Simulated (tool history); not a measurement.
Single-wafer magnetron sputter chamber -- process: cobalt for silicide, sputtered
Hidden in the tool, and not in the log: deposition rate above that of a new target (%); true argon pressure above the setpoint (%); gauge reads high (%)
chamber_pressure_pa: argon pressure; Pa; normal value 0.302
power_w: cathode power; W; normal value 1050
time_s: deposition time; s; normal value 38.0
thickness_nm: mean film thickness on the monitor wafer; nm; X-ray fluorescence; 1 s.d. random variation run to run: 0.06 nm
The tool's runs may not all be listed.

run   hour  chamber_pressure_pa  power_w  time_s  wafers since the last listed run  wafers on the sputter target  hours since the last manometer calibration  hours since the magnet pack was replaced  hours since the gauge calibration  read-back reference wafer on the same gauge, thickness_nm  thickness_nm
  1    0.0                0.367      850    38.0                                 0                          2493                                      1409.9                                    4637.5                              155.8                                                     21.221        18.038
      16.1  -- sputter target and shields replaced
  2   16.6                0.367      850    38.0                               286                            16                                      1426.5                                    4654.1                              172.4                                                     21.205        18.149
  3   58.1                0.302      850    38.0                              1383                          1400                                      1468.0                                    4695.6                              213.9                                                     21.203        18.463
  4   65.2                0.302      850    38.0                               236                          1637                                      1475.1                                    4702.7                              221.0                                                     21.210        18.329
  5   77.0                0.302      950    33.2                               393                          2030                                      1486.9                                    4714.5                              232.8                                                     21.207        17.672
  6   89.7                0.302     1100    38.0                               423                          2454                                      1499.6                                    4727.2                              245.5                                                     21.206        22.946
     113.4  -- sputter target and shields replaced
  7  116.4                0.302     1100    38.0                               623                           100                                      1526.3                                    4753.9                              272.2                                                     21.207        22.592
  8  125.4                0.302     1100    38.0                               300                           400                                      1535.3                                    4762.9                              281.2                                                     21.204        22.518
     135.4  -- capacitance manometer re-zeroed and calibrated
  9  135.9                0.302     1050    38.0                                83                           484                                         0.5                                    4773.4                              291.7                                                     21.201        21.608
 10  143.0                0.302     1050    38.0                               236                           721                                         7.6                                    4780.5                              298.8                                                     21.210        21.545
 11  149.6                0.302     1050    38.0                               220                           941                                        14.2                                    4787.1                              305.4                                                     21.188        21.706
     159.4  -- sputter target and shields replaced, repeated, since the last time left the tool worse
 12  166.4                0.403     1050    42.3                               293                           231                                        31.0                                    4803.9                              322.2                                                     21.203        23.957
     172.4  -- gauge calibrated
     194.0  -- magnet pack replaced
 13  194.5                0.302     1200    40.8                               670                           902                                        59.1                                       0.5                               22.1                                                     21.208        26.885
 14  195.5                0.302      950    38.0                                33                           935                                        60.1                                       1.5                               23.1                                                     21.206        20.290
 15  202.9                0.339      800    34.5                               246                          1182                                        67.5                                       8.9                               30.5                                                     21.203        15.621
 16  215.9                0.302     1050    38.0                               433                          1615                                        80.5                                      21.9                               43.5                                                     21.198        22.162
 17  233.0                0.302     1150    33.3                               570                          2186                                        97.6                                      39.0                               60.6                                                     21.207        20.895
     244.0  -- sputter target and shields replaced
 18  247.3                0.302     1050    31.1                               210                           111                                       111.9                                      53.3                               74.9                                                     21.213        18.180
 19  259.8                0.302     1050    38.0                               416                           528                                       124.4                                      65.8                               87.4                                                     21.207        22.212
 20  276.0                0.228     1000    40.5                               540                          1068                                       140.6                                      82.0                              103.6                                                     21.212        23.048
 21  282.9                0.239      800    45.1                               230                          1298                                       147.5                                      88.9                              110.5                                                     21.206        21.070
 22  296.7                0.302      850    38.0                               460                          1759                                       161.3                                     102.7                              124.3                                                     21.206        18.436

Hidden condition of the tool, last listed run before each entry between runs versus first listed run after:
After run 1, before run 2: sputter target and shields replaced (hour 16.1)
  deposition rate above that of a new target (%): -1.06 -> -0.0264
  measured value less the no-hidden-state value, thickness_nm: -0.192 -> -0.005 nm
After run 6, before run 7: sputter target and shields replaced (hour 113.4)
  deposition rate above that of a new target (%): -0.917 -> -2.64
  measured value less the no-hidden-state value, thickness_nm: -0.212 -> -0.612 nm
After run 8, before run 9: capacitance manometer re-zeroed and calibrated (hour 135.4)
  deposition rate above that of a new target (%): -2.66 -> -2.72
  measured value less the no-hidden-state value, thickness_nm: -0.615 -> -0.603 nm
After run 11, before run 12: sputter target and shields replaced, repeated, since the last time left the tool worse (hour 159.4)
  deposition rate above that of a new target (%): -2.85 -> -0.118
  measured value less the no-hidden-state value, thickness_nm: -0.636 -> -0.028 nm
After run 12, before run 13: gauge calibrated (hour 172.4); magnet pack replaced (hour 194.0)
  deposition rate above that of a new target (%): -0.118 -> -0.312
  measured value less the no-hidden-state value, thickness_nm: -0.028 -> -0.084 nm
After run 17, before run 18: sputter target and shields replaced (hour 244.0)
  deposition rate above that of a new target (%): -1 -> -0.152
  measured value less the no-hidden-state value, thickness_nm: -0.211 -> -0.028 nm
